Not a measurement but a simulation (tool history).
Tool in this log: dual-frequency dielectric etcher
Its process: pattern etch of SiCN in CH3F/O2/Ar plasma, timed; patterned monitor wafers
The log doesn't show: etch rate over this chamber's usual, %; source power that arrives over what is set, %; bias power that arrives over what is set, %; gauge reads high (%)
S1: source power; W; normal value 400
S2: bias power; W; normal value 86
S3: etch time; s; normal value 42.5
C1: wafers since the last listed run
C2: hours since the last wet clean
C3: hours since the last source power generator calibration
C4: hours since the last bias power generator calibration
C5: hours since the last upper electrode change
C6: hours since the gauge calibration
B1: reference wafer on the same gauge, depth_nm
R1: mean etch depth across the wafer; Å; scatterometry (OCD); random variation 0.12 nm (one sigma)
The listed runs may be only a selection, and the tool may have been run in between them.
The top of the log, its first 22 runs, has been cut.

{"run": 23, "hour": 305.4, "S1": 400, "S2": 107, "S3": 47.5, "C1": 148, "C2": 62.4, "C3": 132.6, "C4": 114.9, "C5": 177.9, "C6": 108.8, "B1": 21.02, "R1": 240.6}
{"run": 24, "hour": 312.7, "S1": 400, "S2": 74, "S3": 36.5, "C1": 101, "C2": 69.7, "C3": 139.9, "C4": 122.2, "C5": 185.2, "C6": 116.1, "B1": 21.03, "R1": 158.2}
{"run": 25, "hour": 319.5, "S1": 400, "S2": 86, "S3": 42.5, "C1": 94, "C2": 76.5, "C3": 146.7, "C4": 129.0, "C5": 192.0, "C6": 122.9, "B1": 21.05, "R1": 192.1}
{"run": 26, "hour": 337.0, "S1": 400, "S2": 86, "S3": 42.5, "C1": 243, "C2": 94.0, "C3": 164.2, "C4": 146.5, "C5": 209.5, "C6": 140.4, "B1": 21.05, "R1": 194.5}
{"run": 27, "hour": 347.0, "S1": 400, "S2": 86, "S3": 35.5, "C1": 139, "C2": 104.0, "C3": 174.2, "C4": 156.5, "C5": 219.5, "C6": 150.4, "B1": 20.97, "R1": 162.6}
{"run": 28, "hour": 362.9, "S1": 430, "S2": 94, "S3": 36.0, "C1": 221, "C2": 119.9, "C3": 190.1, "C4": 172.4, "C5": 235.4, "C6": 166.3, "B1": 21.0, "R1": 175.1}
{"run": 29, "hour": 372.6, "S1": 400, "S2": 86, "S3": 33.5, "C1": 134, "C2": 129.6, "C3": 199.8, "C4": 182.1, "C5": 245.1, "C6": 176.0, "B1": 20.99, "R1": 153.2}
{"run": 30, "hour": 381.0, "S1": 330, "S2": 86, "S3": 35.5, "C1": 116, "C2": 138.0, "C3": 208.2, "C4": 190.5, "C5": 253.5, "C6": 184.4, "B1": 20.98, "R1": 154.7}
{"run": 31, "hour": 388.5, "S1": 430, "S2": 86, "S3": 42.5, "C1": 104, "C2": 145.5, "C3": 215.7, "C4": 198.0, "C5": 261.0, "C6": 191.9, "B1": 20.96, "R1": 198.5}

Here are 3 independent what-if runs from the current tool condition. What would each one return?
{"run": "A", "hour": 388.9, "S1": 400, "S2": 86, "S3": 42.5, "C1": 5, "C2": 145.9, "C3": 216.1, "C4": 198.4, "C5": 261.4, "C6": 192.3, "B1": "?", "R1": "?"}
{"run": "B", "hour": 388.9, "S1": 370, "S2": 106, "S3": 34.5, "C1": 5, "C2": 145.9, "C3": 216.1, "C4": 198.4, "C5": 261.4, "C6": 192.3, "B1": "?", "R1": "?"}
{"run": "C", "hour": 388.9, "S1": 470, "S2": 77, "S3": 38.5, "C1": 5, "C2": 145.9, "C3": 216.1, "C4": 198.4, "C5": 261.4, "C6": 192.3, "B1": "?", "R1": "?"}

run=A B1=20.97 R1=196.4
run=B B1=20.97 R1=170.7
run=C B1=20.97 R1=177.3
Stripped of hidden state, with their random variation kept, the same runs would have yielded:
run=A R1=194.5
run=B R1=169.0
run=C R1=175.5
